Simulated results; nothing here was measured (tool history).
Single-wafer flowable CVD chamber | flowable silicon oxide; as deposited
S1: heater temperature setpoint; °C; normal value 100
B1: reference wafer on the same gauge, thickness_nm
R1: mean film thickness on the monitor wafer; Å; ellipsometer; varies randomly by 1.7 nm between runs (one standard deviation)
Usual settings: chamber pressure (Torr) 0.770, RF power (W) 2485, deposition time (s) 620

run 1 hour=0.0 | S1=100 chamber_pressure_(Torr)=0.770 RF_power_(W)=2485 deposition_time_(s)=563 | B1=384.794 | R1=3362.31
run 2 hour=12.9 | S1=100 chamber_pressure_(Torr)=0.770 RF_power_(W)=2485 deposition_time_(s)=563 | B1=384.304 | R1=3350.62
run 3 hour=23.2 | S1=100 chamber_pressure_(Torr)=0.770 RF_power_(W)=2485 deposition_time_(s)=620 | B1=384.205 | R1=3723.43
run 4 hour=39.1 | S1=100 chamber_pressure_(Torr)=0.770 RF_power_(W)=2485 deposition_time_(s)=620 | B1=385.649 | R1=3725.88
-- hour=54.9 thermocouple changed; heater temperature recalibrated
run 5 hour=55.4 | S1=100 chamber_pressure_(Torr)=0.915 RF_power_(W)=2485 deposition_time_(s)=620 | B1=385.009 | R1=4389.09
-- hour=63.5 RF generator calibrated
run 6 hour=64.0 | S1=100 chamber_pressure_(Torr)=0.770 RF_power_(W)=2485 deposition_time_(s)=620 | B1=385.501 | R1=3697.89
run 7 hour=112.0 | S1=100 chamber_pressure_(Torr)=0.770 RF_power_(W)=2485 deposition_time_(s)=620 | B1=384.174 | R1=3684.37
-- hour=119.3 gauge calibrated
run 8 hour=122.7 | S1=100 chamber_pressure_(Torr)=0.770 RF_power_(W)=2485 deposition_time_(s)=620 | B1=385.127 | R1=3685.63
run 9 hour=140.0 | S1=100 chamber_pressure_(Torr)=0.770 RF_power_(W)=2485 deposition_time_(s)=620 | B1=384.632 | R1=3668.84
run 10 hour=152.2 | S1=100 chamber_pressure_(Torr)=0.870 RF_power_(W)=2185 deposition_time_(s)=620 | B1=384.067 | R1=4131.02
run 11 hour=168.9 | S1=90 chamber_pressure_(Torr)=0.716 RF_power_(W)=1990 deposition_time_(s)=620 | B1=384.992 | R1=4471.74
-- hour=186.6 capacitance manometer re-zeroed and calibrated
run 12 hour=187.1 | S1=90 chamber_pressure_(Torr)=0.716 RF_power_(W)=1990 deposition_time_(s)=620 | B1=384.874 | R1=4427.36
-- hour=199.1 showerhead replaced
run 13 hour=201.5 | S1=110 chamber_pressure_(Torr)=0.770 RF_power_(W)=2485 deposition_time_(s)=689 | B1=385.692 | R1=3062.70
run 14 hour=214.5 | S1=100 chamber_pressure_(Torr)=0.770 RF_power_(W)=2970 deposition_time_(s)=620 | B1=384.952 | R1=3800.78
run 15 hour=223.6 | S1=100 chamber_pressure_(Torr)=0.770 RF_power_(W)=2485 deposition_time_(s)=620 | B1=385.259 | R1=3690.82
run 16 hour=239.3 | S1=100 chamber_pressure_(Torr)=0.770 RF_power_(W)=2485 deposition_time_(s)=535 | B1=385.361 | R1=3181.73
run 17 hour=257.1 | S1=112 chamber_pressure_(Torr)=0.712 RF_power_(W)=2485 deposition_time_(s)=538 | B1=385.260 | R1=2098.04
run 18 hour=275.1 | S1=100 chamber_pressure_(Torr)=0.946 RF_power_(W)=2335 deposition_time_(s)=698 | B1=384.938 | R1=5057.46
run 19 hour=282.3 | S1=100 chamber_pressure_(Torr)=0.770 RF_power_(W)=2485 deposition_time_(s)=620 | B1=384.696 | R1=3671.18
run 20 hour=289.1 | S1=100 chamber_pressure_(Torr)=0.770 RF_power_(W)=2485 deposition_time_(s)=524 | B1=385.347 | R1=3127.18
run 21 hour=304.8 | S1=100 chamber_pressure_(Torr)=0.770 RF_power_(W)=2485 deposition_time_(s)=662 | B1=384.688 | R1=3937.75
run 22 hour=313.8 | S1=108 chamber_pressure_(Torr)=0.679 RF_power_(W)=2840 deposition_time_(s)=675 | B1=384.773 | R1=2836.61
run 23 hour=329.2 | S1=100 chamber_pressure_(Torr)=0.770 RF_power_(W)=2485 deposition_time_(s)=620 | B1=384.854 | R1=3699.72
run 24 hour=336.1 | S1=106 chamber_pressure_(Torr)=0.825 RF_power_(W)=2630 deposition_time_(s)=569 | B1=385.166 | R1=3068.97

Estimate the outcome of run 25 from the log above:
run 25 hour=350.4 | S1=100 chamber_pressure_(Torr)=0.584 RF_power_(W)=2485 deposition_time_(s)=548 | B1=? | R1=?

{"run 25": {"B1": 385.456, "R1": 2486.77}}
Were there no unlogged condition in the tool, this run, its random variation unchanged, would have produced R1 2486.77 Å.
